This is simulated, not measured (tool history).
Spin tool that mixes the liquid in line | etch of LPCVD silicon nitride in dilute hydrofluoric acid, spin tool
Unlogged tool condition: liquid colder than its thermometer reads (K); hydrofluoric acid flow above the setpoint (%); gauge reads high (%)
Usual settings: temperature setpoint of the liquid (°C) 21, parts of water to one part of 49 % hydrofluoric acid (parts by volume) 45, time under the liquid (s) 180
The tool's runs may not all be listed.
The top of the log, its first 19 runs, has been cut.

run,hour,temperature setpoint of the liquid (°C),parts of water to one part of 49 % hydrofluoric acid (parts by volume),time under the liquid (s),wafers since the last listed run,hours since the thermometer was replaced,hours since the hydrofluoric acid flow meter was replaced,hours since the gauge calibration,"read-back film thickness of the LPCVD silicon nitride reference wafer, read on the same gauge (nm)",thickness taken off the LPCVD silicon nitride on a monitor wafer (angstrom)
20,1446,21,45,180,246,551.5,2004.4,133.1,60.004,14.1
21,1488,23,45,110,201,593.5,2046.4,175.1,59.98,9.86
22,1540.5,19.5,45,240,251,646,2098.9,227.6,59.99,17.19
23,1601.1,21,40,115,290,706.6,2159.5,288.2,60.032,10.55
24,1680.6,17,40,75,380,786.1,2239,367.7,60.021,5.15
25,1730,17,60,150,236,835.5,2288.4,417.1,59.966,6.81
# hour 1743.4: hydrofluoric acid flow meter replaced
26,1790.7,24.5,45,180,285,896.2,47.3,477.8,59.98,18.44
27,1844.9,21,45,180,259,950.4,101.5,532,60,14.47
28,1902,19,30,130,273,1007.5,158.6,589.1,59.996,13.33
29,1969,17,60,85,320,1074.5,225.6,656.1,59.984,3.93
30,2015.4,24.5,60,225,222,1120.9,272,702.5,60,17.26
31,2114.2,21,45,180,473,1219.7,370.8,801.3,59.96,14.71
32,2200,21,30,270,410,1305.5,456.6,887.1,59.986,32.08
33,2250.5,25.5,35,130,241,1356,507.1,937.6,60.023,17.68

Forecast each of these 3 alternatives for the next run:
A,2251,21,45,180,2,1356.5,507.6,938.1,?,?
B,2251,21,65,80,2,1356.5,507.6,938.1,?,?
C,2251,18,45,250,2,1356.5,507.6,938.1,?,?

run,"read-back film thickness of the LPCVD silicon nitride reference wafer, read on the same gauge (nm)",thickness taken off the LPCVD silicon nitride on a monitor wafer (angstrom)
A,59.973,14.1
B,59.973,4.38
C,59.973,15.88
Without the tool's hidden state the same runs would have given:
run,thickness taken off the LPCVD silicon nitride on a monitor wafer (angstrom)
A,14.1
B,4.38
C,15.88

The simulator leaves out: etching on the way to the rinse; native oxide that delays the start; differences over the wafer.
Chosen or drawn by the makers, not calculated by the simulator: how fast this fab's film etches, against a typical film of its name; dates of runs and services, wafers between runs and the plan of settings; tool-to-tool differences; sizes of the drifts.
